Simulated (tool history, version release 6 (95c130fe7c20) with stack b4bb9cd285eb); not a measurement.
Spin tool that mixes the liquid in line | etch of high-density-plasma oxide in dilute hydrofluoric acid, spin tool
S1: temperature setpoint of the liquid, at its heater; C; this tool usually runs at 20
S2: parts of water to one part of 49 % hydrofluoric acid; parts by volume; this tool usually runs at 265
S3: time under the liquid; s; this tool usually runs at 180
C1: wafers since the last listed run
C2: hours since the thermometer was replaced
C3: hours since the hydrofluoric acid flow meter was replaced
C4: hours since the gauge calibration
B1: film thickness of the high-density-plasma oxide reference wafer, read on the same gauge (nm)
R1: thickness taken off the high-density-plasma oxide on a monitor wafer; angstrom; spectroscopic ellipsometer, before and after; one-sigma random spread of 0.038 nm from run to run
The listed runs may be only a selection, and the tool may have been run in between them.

run 1 hour=0 | S1=20 S2=210 S3=180 | C1=0 C2=891.3 C3=457.5 C4=639.6 | B1=70.008 | R1=49.54
run 2 hour=53.2 | S1=20 S2=210 S3=180 | C1=393 C2=944.5 C3=510.7 C4=692.8 | B1=70.011 | R1=49.21
run 3 hour=83.1 | S1=20 S2=265 S3=180 | C1=221 C2=974.4 C3=540.6 C4=722.7 | B1=69.998 | R1=37.51
run 4 hour=133.2 | S1=20 S2=265 S3=180 | C1=370 C2=1024.5 C3=590.7 C4=772.8 | B1=69.983 | R1=37.29
run 5 hour=164.2 | S1=20 S2=265 S3=255 | C1=229 C2=1055.5 C3=621.7 C4=803.8 | B1=70.003 | R1=53.73
run 6 hour=204.6 | S1=20 S2=265 S3=180 | C1=298 C2=1095.9 C3=662.1 C4=844.2 | B1=70.026 | R1=38.14
run 7 hour=275.8 | S1=20 S2=265 S3=180 | C1=526 C2=1167.1 C3=733.3 C4=915.4 | B1=70.005 | R1=37.71
run 8 hour=425.2 | S1=20 S2=265 S3=180 | C1=1104 C2=1316.5 C3=882.7 C4=1064.8 | B1=70.022 | R1=38.4
-- hour=454.2 gauge calibrated
run 9 hour=485.4 | S1=20 S2=265 S3=180 | C1=445 C2=1376.7 C3=942.9 C4=31.2 | B1=70.014 | R1=39.01
run 10 hour=553.5 | S1=20 S2=265 S3=180 | C1=503 C2=1444.8 C3=1011 C4=99.3 | B1=70.007 | R1=38.23
run 11 hour=590.4 | S1=20 S2=265 S3=120 | C1=272 C2=1481.7 C3=1047.9 C4=136.2 | B1=69.974 | R1=26.98
run 12 hour=659.6 | S1=21.5 S2=265 S3=180 | C1=511 C2=1550.9 C3=1117.1 C4=205.4 | B1=69.987 | R1=43.06
run 13 hour=695.1 | S1=21.5 S2=265 S3=180 | C1=262 C2=1586.4 C3=1152.6 C4=240.9 | B1=70.009 | R1=42.36
-- hour=746.5 hydrofluoric acid flow meter replaced
run 14 hour=752.8 | S1=22.5 S2=355 S3=255 | C1=419 C2=1644.1 C3=6.3 C4=298.6 | B1=70.002 | R1=39.48
run 15 hour=815.6 | S1=22 S2=300 S3=260 | C1=464 C2=1706.9 C3=69.1 C4=361.4 | B1=69.994 | R1=49.32
-- hour=872.6 thermometer replaced
run 16 hour=887.1 | S1=17.5 S2=365 S3=180 | C1=521 C2=14.5 C3=140.6 C4=432.9 | B1=69.998 | R1=22.68
run 17 hour=936.4 | S1=20 S2=395 S3=240 | C1=364 C2=63.8 C3=189.9 C4=482.2 | B1=70.011 | R1=30.14
run 18 hour=996.8 | S1=23 S2=190 S3=245 | C1=446 C2=124.2 C3=250.3 C4=542.6 | B1=70.002 | R1=86.44
run 19 hour=1064.7 | S1=17.5 S2=325 S3=130 | C1=502 C2=192.1 C3=318.2 C4=610.5 | B1=70.011 | R1=19.58
run 20 hour=1096.6 | S1=20 S2=310 S3=290 | C1=235 C2=224 C3=350.1 C4=642.4 | B1=69.996 | R1=50.94
run 21 hour=1134.8 | S1=20 S2=265 S3=180 | C1=282 C2=262.2 C3=388.3 C4=680.6 | B1=69.983 | R1=37.7
run 22 hour=1182.1 | S1=24 S2=315 S3=135 | C1=349 C2=309.5 C3=435.6 C4=727.9 | B1=69.996 | R1=26.83
run 23 hour=1245.9 | S1=17 S2=265 S3=75 | C1=471 C2=373.3 C3=499.4 C4=791.7 | B1=70.013 | R1=14.55
run 24 hour=1283.7 | S1=24 S2=155 S3=285 | C1=279 C2=411.1 C3=537.2 C4=829.5 | B1=69.974 | R1=134.98
run 25 hour=1310.9 | S1=20 S2=265 S3=220 | C1=201 C2=438.3 C3=564.4 C4=856.7 | B1=70.004 | R1=47.53
run 26 hour=1344.9 | S1=20 S2=265 S3=180 | C1=251 C2=472.3 C3=598.4 C4=890.7 | B1=69.997 | R1=38.63
run 27 hour=1409.2 | S1=22.5 S2=265 S3=220 | C1=475 C2=536.6 C3=662.7 C4=955 | B1=70.003 | R1=52.14

4 ways to go on from here, each from the tool as it stands after run 27. What would each give?
run A hour=1409.7 | S1=20 S2=265 S3=280 | C1=3 C2=537.1 C3=663.2 C4=955.5 | B1=? | R1=?
run B hour=1409.7 | S1=17 S2=170 S3=265 | C1=3 C2=537.1 C3=663.2 C4=955.5 | B1=? | R1=?
run C hour=1409.7 | S1=20 S2=310 S3=180 | C1=3 C2=537.1 C3=663.2 C4=955.5 | B1=? | R1=?
run D hour=1409.7 | S1=17 S2=265 S3=220 | C1=3 C2=537.1 C3=663.2 C4=955.5 | B1=? | R1=?

run=A B1=69.993 R1=61.01
run=B B1=69.993 R1=86.98
run=C B1=69.993 R1=32.26
run=D B1=69.993 R1=42.74
Had the tool no hidden state, the same runs would have come out as:
run=A R1=55.55
run=B R1=79.69
run=C R1=29.31
run=D R1=38.96
